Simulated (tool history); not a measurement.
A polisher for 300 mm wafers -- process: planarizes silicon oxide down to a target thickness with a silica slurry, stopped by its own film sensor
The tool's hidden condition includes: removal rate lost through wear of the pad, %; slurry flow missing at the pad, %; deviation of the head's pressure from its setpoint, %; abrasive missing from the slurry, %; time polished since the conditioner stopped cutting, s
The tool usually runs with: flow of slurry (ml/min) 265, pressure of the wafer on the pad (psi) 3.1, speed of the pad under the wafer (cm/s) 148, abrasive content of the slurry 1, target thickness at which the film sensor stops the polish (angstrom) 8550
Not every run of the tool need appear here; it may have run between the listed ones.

run	hour	flow of slurry (ml/min)	pressure of the wafer on the pad (psi)	speed of the pad under the wafer (cm/s)	abrasive content of the slurry	target thickness at which the film sensor stops the polish (angstrom)	wafers since the last listed run	wafers polished on this pad	hours since the slurry nozzle was cleaned	hours since the head pressure was calibrated	hours since the slurry blender was calibrated	hours since the conditioning disc was replaced	incoming thickness of the incoming film, nm	time until the film sensor stopped the polish (s)
1	0	265	3.1	148	1	8550	0	109	737	779.6	1.7	404.3	1328.9	196.9
2	15.2	265	3.1	148	1	8550	131	240	752.2	794.8	16.9	419.5	1336.6	196.6
3	41.3	265	3.1	128	1	8550	225	465	778.3	820.9	43	445.6	1320.4	215.9
4	57.7	265	3.1	128	1	8550	141	606	794.7	837.3	59.4	462	1337.8	224
5	68.4	265	3.1	128	1	8550	92	699	805.4	848	70.1	472.7	1335.4	222.1
6	82.3	265	3.1	148	1	8550	119	819	819.3	861.9	84	486.6	1335.3	201.2
7	95.2	265	3.1	148	1	8550	111	930	832.2	874.8	96.9	499.5	1339.3	200.9
8	104.1	265	3.1	148	1	8550	76	1007	841.1	883.7	105.8	508.4	1339.9	202.2
# hour 112.9: slurry nozzle cleaned
# hour 117.7: head pressure recalibrated
9	118.1	240	3.1	148	1.2	8550	94	1102	5.2	0.4	119.8	522.4	1331.2	155.6
10	126.7	305	3.1	148	1	8120	74	1176	13.8	9	128.4	531	1318.2	176.7
# hour 131.7: worn pad replaced by a new one
11	143.5	305	3.1	148	1	8120	110	102	30.6	25.8	145.2	547.8	1305.5	173.7
# hour 153.3: slurry blender recalibrated
# hour 155.3: conditioning disc replaced and pad reconditioned
12	155.8	305	3.1	148	1	8120	71	173	42.9	38.1	2.5	0.5	1332.9	184
13	170.9	325	3.1	162	1	8030	130	304	58	53.2	17.6	15.6	1340.3	177.6
# hour 208.3: head pressure recalibrated, repeated, since the last time left the tool worse
14	214.8	265	3.1	148	1	9780	361	665	101.9	6.5	61.5	59.5	1333.2	140.4
15	227.3	265	3.1	148	1	8550	107	773	114.4	19	74	72	1325.8	184.6
16	243.1	305	3.1	148	1	8120	136	909	130.2	34.8	89.8	87.8	1321.5	198.8
17	249.2	190	3.1	148	1.15	7920	52	962	136.3	40.9	95.9	93.9	1325.1	205.4
# hour 273.6: worn pad replaced by a new one
# hour 278.7: slurry blender recalibrated
18	283.6	290	3.1	114	1.2	9140	245	69	170.7	75.3	4.9	128.3	1350.4	187
19	292	265	3.9	148	1	8550	72	141	179.1	83.7	13.3	136.7	1308.5	150.1
20	307.6	205	2.3	166	1	9420	134	276	194.7	99.3	28.9	152.3	1344.3	183.1
21	319.6	205	2.3	166	1	9420	103	379	206.7	111.3	40.9	164.3	1337.1	180.5
22	330.4	265	3.1	148	1	8550	93	472	217.5	122.1	51.7	175.1	1333.9	189.1
23	338.6	175	3.1	132	1	8550	70	543	225.7	130.3	59.9	183.3	1329.6	213
24	346	265	3.1	148	1	8550	63	607	233.1	137.7	67.3	190.7	1321.2	182.9
25	370.5	265	3.1	148	1	8990	211	818	257.6	162.2	91.8	215.2	1353.3	177.9

Branching from run 25: 4 alternative next runs. What would each branch give?
A	371	265	3.1	148	1	8550	4	823	258.1	162.7	92.3	215.7	1354.6	?
B	371	220	3.1	176	1	8550	4	823	258.1	162.7	92.3	215.7	1354.6	?
C	371	295	3.8	148	1	8550	4	823	258.1	162.7	92.3	215.7	1354.6	?
D	371	330	2.6	184	0.75	8550	4	823	258.1	162.7	92.3	215.7	1354.6	?

run	time until the film sensor stopped the polish (s)
A	196.4
B	177.5
C	167.8
D	220
With the hidden condition removed and each run's random variation left untouched, the same runs would have given:
run	time until the film sensor stopped the polish (s)
A	196.6
B	177.6
C	167.9
D	220.2
